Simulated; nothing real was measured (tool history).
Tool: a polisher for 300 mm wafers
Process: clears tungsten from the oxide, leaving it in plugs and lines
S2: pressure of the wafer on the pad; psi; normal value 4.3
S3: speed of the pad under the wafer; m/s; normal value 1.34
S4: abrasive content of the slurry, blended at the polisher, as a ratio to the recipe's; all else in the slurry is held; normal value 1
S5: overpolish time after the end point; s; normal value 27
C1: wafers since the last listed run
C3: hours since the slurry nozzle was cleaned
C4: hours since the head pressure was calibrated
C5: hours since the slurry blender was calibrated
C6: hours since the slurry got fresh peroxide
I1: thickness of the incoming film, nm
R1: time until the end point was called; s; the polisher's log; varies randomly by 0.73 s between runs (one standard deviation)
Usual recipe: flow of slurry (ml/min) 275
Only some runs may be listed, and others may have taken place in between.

{"run": 1, "day": 0.0, "flow of slurry (ml/min)": 275, "S2": 4.3, "S3": 1.34, "S4": 1, "S5": 27, "C1": 0, "wafers polished on this pad": 679, "C3": 542.4, "C4": 1146, "C5": 199.5, "C6": 60, "I1": 403.1, "R1": 61.4}
{"day": 0.65, "done": "slurry tank refilled with fresh slurry and peroxide"}
{"run": 2, "day": 0.671, "flow of slurry (ml/min)": 275, "S2": 4.3, "S3": 1.34, "S4": 1, "S5": 27, "C1": 141, "wafers polished on this pad": 821, "C3": 558.5, "C4": 1162.1, "C5": 215.6, "C6": 0.5, "I1": 409.7, "R1": 65}
{"run": 3, "day": 0.929, "flow of slurry (ml/min)": 275, "S2": 4.3, "S3": 1.34, "S4": 1, "S5": 27, "C1": 58, "wafers polished on this pad": 879, "C3": 564.7, "C4": 1168.3, "C5": 221.8, "C6": 6.7, "I1": 410.8, "R1": 64.1}
{"day": 1.221, "done": "worn pad replaced by a new one"}
{"run": 4, "day": 2.888, "flow of slurry (ml/min)": 275, "S2": 4.3, "S3": 1.34, "S4": 1, "S5": 27, "C1": 402, "wafers polished on this pad": 374, "C3": 611.7, "C4": 1215.3, "C5": 268.8, "C6": 53.7, "I1": 413.3, "R1": 61.2}
{"run": 5, "day": 3.367, "flow of slurry (ml/min)": 275, "S2": 4.3, "S3": 1.34, "S4": 1, "S5": 27, "C1": 107, "wafers polished on this pad": 482, "C3": 623.2, "C4": 1226.8, "C5": 280.3, "C6": 65.2, "I1": 407, "R1": 62}
{"day": 4.096, "done": "slurry tank refilled with fresh slurry and peroxide"}
{"run": 6, "day": 4.112, "flow of slurry (ml/min)": 275, "S2": 4.3, "S3": 1.34, "S4": 1, "S5": 27, "C1": 158, "wafers polished on this pad": 640, "C3": 641.1, "C4": 1244.7, "C5": 298.2, "C6": 0.4, "I1": 410.3, "R1": 63.2}
{"run": 7, "day": 4.612, "flow of slurry (ml/min)": 275, "S2": 4.3, "S3": 1.34, "S4": 1, "S5": 27, "C1": 112, "wafers polished on this pad": 752, "C3": 653.1, "C4": 1256.7, "C5": 310.2, "C6": 12.4, "I1": 415.1, "R1": 63.5}
{"run": 8, "day": 5.312, "flow of slurry (ml/min)": 275, "S2": 5, "S3": 1.34, "S4": 1, "S5": 27, "C1": 157, "wafers polished on this pad": 910, "C3": 669.9, "C4": 1273.5, "C5": 327, "C6": 29.2, "I1": 416.5, "R1": 57.1}
{"day": 5.683, "done": "slurry nozzle cleaned"}
{"day": 5.712, "done": "slurry blender recalibrated"}
{"run": 9, "day": 5.746, "flow of slurry (ml/min)": 275, "S2": 5, "S3": 1.34, "S4": 1, "S5": 27, "C1": 81, "wafers polished on this pad": 992, "C3": 1.5, "C4": 1283.9, "C5": 0.8, "C6": 39.6, "I1": 413, "R1": 56.7}
{"day": 6.083, "done": "worn pad replaced by a new one, of another model than before"}
{"run": 10, "day": 6.225, "flow of slurry (ml/min)": 275, "S2": 4.3, "S3": 1.34, "S4": 1, "S5": 27, "C1": 70, "wafers polished on this pad": 32, "C3": 13, "C4": 1295.4, "C5": 12.3, "C6": 51.1, "I1": 409.5, "R1": 59.1}
{"run": 11, "day": 6.542, "flow of slurry (ml/min)": 275, "S2": 4.3, "S3": 1.34, "S4": 1, "S5": 27, "C1": 71, "wafers polished on this pad": 103, "C3": 20.6, "C4": 1303, "C5": 19.9, "C6": 58.7, "I1": 414.9, "R1": 59.2}
{"run": 12, "day": 6.862, "flow of slurry (ml/min)": 245, "S2": 4.3, "S3": 1.56, "S4": 1, "S5": 27, "C1": 72, "wafers polished on this pad": 175, "C3": 28.3, "C4": 1310.7, "C5": 27.6, "C6": 66.4, "I1": 409.8, "R1": 56.9}
{"day": 7.267, "done": "head pressure recalibrated"}
{"run": 13, "day": 7.546, "flow of slurry (ml/min)": 275, "S2": 3.4, "S3": 1.34, "S4": 0.8, "S5": 27, "C1": 134, "wafers polished on this pad": 310, "C3": 44.7, "C4": 6.7, "C5": 44, "C6": 82.8, "I1": 404.9, "R1": 74.8}
{"day": 7.829, "done": "slurry tank refilled with fresh slurry and peroxide"}
{"run": 14, "day": 7.9, "flow of slurry (ml/min)": 275, "S2": 5.5, "S3": 1.34, "S4": 1, "S5": 27, "C1": 70, "wafers polished on this pad": 380, "C3": 53.2, "C4": 15.2, "C5": 52.5, "C6": 1.7, "I1": 414.2, "R1": 52}
{"run": 15, "day": 8.404, "flow of slurry (ml/min)": 220, "S2": 4.3, "S3": 1.34, "S4": 0.9, "S5": 27, "C1": 113, "wafers polished on this pad": 493, "C3": 65.3, "C4": 27.3, "C5": 64.6, "C6": 13.8, "I1": 405, "R1": 65.2}
{"run": 16, "day": 9.025, "flow of slurry (ml/min)": 275, "S2": 4.3, "S3": 1.34, "S4": 0.8, "S5": 14, "C1": 139, "wafers polished on this pad": 633, "C3": 80.2, "C4": 42.2, "C5": 79.5, "C6": 28.7, "I1": 414.4, "R1": 68.6}
{"run": 17, "day": 9.338, "flow of slurry (ml/min)": 275, "S2": 4.3, "S3": 1.34, "S4": 1, "S5": 27, "C1": 70, "wafers polished on this pad": 703, "C3": 87.7, "C4": 49.7, "C5": 87, "C6": 36.2, "I1": 415.1, "R1": 64.5}
{"run": 18, "day": 9.879, "flow of slurry (ml/min)": 275, "S2": 4.3, "S3": 1.34, "S4": 1, "S5": 16, "C1": 121, "wafers polished on this pad": 825, "C3": 100.7, "C4": 62.7, "C5": 100, "C6": 49.2, "I1": 410.1, "R1": 64.2}
{"run": 19, "day": 10.167, "flow of slurry (ml/min)": 350, "S2": 3.6, "S3": 1.6, "S4": 1, "S5": 43, "C1": 64, "wafers polished on this pad": 889, "C3": 107.6, "C4": 69.6, "C5": 106.9, "C6": 56.1, "I1": 408.3, "R1": 65.6}

Alternative continuations, all from the tool just after run 19; predict every row:
{"run": "A", "day": 10.188, "flow of slurry (ml/min)": 275, "S2": 4.3, "S3": 1.76, "S4": 1, "S5": 27, "C1": 4, "wafers polished on this pad": 894, "C3": 108.1, "C4": 70.1, "C5": 107.4, "C6": 56.6, "I1": 411.3, "R1": "?"}
{"run": "B", "day": 10.188, "flow of slurry (ml/min)": 180, "S2": 3.4, "S3": 1.34, "S4": 0.7, "S5": 27, "C1": 4, "wafers polished on this pad": 894, "C3": 108.1, "C4": 70.1, "C5": 107.4, "C6": 56.6, "I1": 411.3, "R1": "?"}
{"run": "C", "day": 10.188, "flow of slurry (ml/min)": 310, "S2": 3.6, "S3": 0.98, "S4": 1.1, "S5": 27, "C1": 4, "wafers polished on this pad": 894, "C3": 108.1, "C4": 70.1, "C5": 107.4, "C6": 56.6, "I1": 411.3, "R1": "?"}
{"run": "D", "day": 10.188, "flow of slurry (ml/min)": 275, "S2": 4.3, "S3": 1.34, "S4": 0.7, "S5": 27, "C1": 4, "wafers polished on this pad": 894, "C3": 108.1, "C4": 70.1, "C5": 107.4, "C6": 56.6, "I1": 411.3, "R1": "?"}
{"run": "E", "day": 10.188, "flow of slurry (ml/min)": 275, "S2": 5.4, "S3": 1.34, "S4": 1, "S5": 27, "C1": 4, "wafers polished on this pad": 894, "C3": 108.1, "C4": 70.1, "C5": 107.4, "C6": 56.6, "I1": 411.3, "R1": "?"}

run=A R1=56.7
run=B R1=86.7
run=C R1=80.5
run=D R1=73
run=E R1=56.1
Without the tool's unlogged condition, the same runs would have read:
run=A R1=49.5
run=B R1=75.7
run=C R1=70.3
run=D R1=63.7
run=E R1=49

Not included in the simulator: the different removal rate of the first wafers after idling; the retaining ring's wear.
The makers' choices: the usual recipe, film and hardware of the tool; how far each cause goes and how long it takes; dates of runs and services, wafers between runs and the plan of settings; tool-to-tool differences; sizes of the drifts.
